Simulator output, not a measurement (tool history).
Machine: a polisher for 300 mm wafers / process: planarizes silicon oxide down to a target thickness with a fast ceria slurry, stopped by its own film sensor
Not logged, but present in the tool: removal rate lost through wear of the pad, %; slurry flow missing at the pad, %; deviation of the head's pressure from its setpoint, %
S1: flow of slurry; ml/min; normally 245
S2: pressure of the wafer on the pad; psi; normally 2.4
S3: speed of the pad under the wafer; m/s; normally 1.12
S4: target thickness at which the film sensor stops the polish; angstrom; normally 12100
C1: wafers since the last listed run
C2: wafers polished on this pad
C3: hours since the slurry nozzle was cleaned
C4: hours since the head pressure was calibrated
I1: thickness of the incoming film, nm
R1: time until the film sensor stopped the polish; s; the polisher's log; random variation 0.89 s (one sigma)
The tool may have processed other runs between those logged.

{"run": 1, "hour": 0.0, "S1": 245, "S2": 2.4, "S3": 1.12, "S4": 12100, "C1": 0, "C2": 705, "C3": 473.9, "C4": 653.6, "I1": 1923.5, "R1": 59.2}
{"run": 2, "hour": 40.0, "S1": 245, "S2": 2.4, "S3": 1.12, "S4": 12100, "C1": 309, "C2": 1015, "C3": 513.9, "C4": 693.6, "I1": 1922.3, "R1": 60.6}
{"hour": 90.8, "done": "worn pad replaced by a new one"}
{"run": 3, "hour": 134.0, "S1": 245, "S2": 2.4, "S3": 1.12, "S4": 12100, "C1": 695, "C2": 334, "C3": 607.9, "C4": 787.6, "I1": 1879, "R1": 51.8}
{"hour": 145.8, "done": "slurry nozzle cleaned"}
{"run": 4, "hour": 185.8, "S1": 245, "S2": 2.4, "S3": 1.12, "S4": 12100, "C1": 392, "C2": 726, "C3": 40, "C4": 839.4, "I1": 1937.1, "R1": 60.9}
{"hour": 247.7, "done": "worn pad replaced by a new one"}
{"run": 5, "hour": 257.8, "S1": 245, "S2": 2.4, "S3": 1.12, "S4": 12100, "C1": 525, "C2": 78, "C3": 112, "C4": 911.4, "I1": 1907.7, "R1": 55.2}
{"run": 6, "hour": 318.9, "S1": 245, "S2": 2.4, "S3": 0.98, "S4": 12100, "C1": 472, "C2": 550, "C3": 173.1, "C4": 972.5, "I1": 1873.3, "R1": 60.6}
{"run": 7, "hour": 406.7, "S1": 245, "S2": 2.9, "S3": 1.12, "S4": 12100, "C1": 678, "C2": 1229, "C3": 260.9, "C4": 1060.3, "I1": 1931, "R1": 53.7}
{"hour": 429.5, "done": "worn pad replaced by a new one"}
{"run": 8, "hour": 478.0, "S1": 215, "S2": 2.2, "S3": 1.12, "S4": 12100, "C1": 520, "C2": 374, "C3": 332.2, "C4": 1131.6, "I1": 1895.4, "R1": 62.9}
{"run": 9, "hour": 530.2, "S1": 270, "S2": 2.1, "S3": 1.12, "S4": 13700, "C1": 403, "C2": 778, "C3": 384.4, "C4": 1183.8, "I1": 1906.3, "R1": 49.4}
{"hour": 600.2, "done": "head pressure recalibrated"}
{"hour": 623.4, "done": "worn pad replaced by a new one"}
{"run": 10, "hour": 623.9, "S1": 245, "S2": 2.4, "S3": 1.12, "S4": 12100, "C1": 678, "C2": 3, "C3": 478.1, "C4": 23.7, "I1": 1898, "R1": 53.9}
{"hour": 639.6, "done": "slurry nozzle cleaned"}
{"run": 11, "hour": 668.1, "S1": 245, "S2": 2.4, "S3": 1.48, "S4": 10790, "C1": 334, "C2": 337, "C3": 28.5, "C4": 67.9, "I1": 1933.3, "R1": 53.3}
{"run": 12, "hour": 714.4, "S1": 245, "S2": 2.4, "S3": 1.12, "S4": 12100, "C1": 357, "C2": 695, "C3": 74.8, "C4": 114.2, "I1": 1903.6, "R1": 58.1}
{"hour": 792.6, "done": "worn pad replaced by a new one"}
{"run": 13, "hour": 811.6, "S1": 325, "S2": 2.4, "S3": 1, "S4": 12100, "C1": 720, "C2": 147, "C3": 172, "C4": 211.4, "I1": 1910.2, "R1": 59.9}
{"run": 14, "hour": 880.5, "S1": 280, "S2": 1.8, "S3": 0.98, "S4": 13550, "C1": 532, "C2": 679, "C3": 240.9, "C4": 280.3, "I1": 1899.6, "R1": 66.3}

Branching from run 14: 5 alternative next runs. What would each branch give?
{"run": "A", "hour": 880.9, "S1": 245, "S2": 2.4, "S3": 0.82, "S4": 12100, "C1": 3, "C2": 682, "C3": 241.3, "C4": 280.7, "I1": 1950.5, "R1": "?"}
{"run": "B", "hour": 880.9, "S1": 210, "S2": 2.4, "S3": 1.34, "S4": 12990, "C1": 3, "C2": 682, "C3": 241.3, "C4": 280.7, "I1": 1950.5, "R1": "?"}
{"run": "C", "hour": 880.9, "S1": 180, "S2": 2.4, "S3": 1.12, "S4": 14280, "C1": 3, "C2": 682, "C3": 241.3, "C4": 280.7, "I1": 1950.5, "R1": "?"}
{"run": "D", "hour": 880.9, "S1": 215, "S2": 2, "S3": 0.86, "S4": 12100, "C1": 3, "C2": 682, "C3": 241.3, "C4": 280.7, "I1": 1950.5, "R1": "?"}
{"run": "E", "hour": 880.9, "S1": 205, "S2": 2.4, "S3": 1.12, "S4": 12100, "C1": 3, "C2": 682, "C3": 241.3, "C4": 280.7, "I1": 1950.5, "R1": "?"}

run=A R1=81.1
run=B R1=44.5
run=C R1=43.8
run=D R1=93.3
run=E R1=60.8
Had the tool no hidden state, the same runs would have come out as:
run=A R1=78.5
run=B R1=43.1
run=C R1=42.4
run=D R1=90.3
run=E R1=58.9
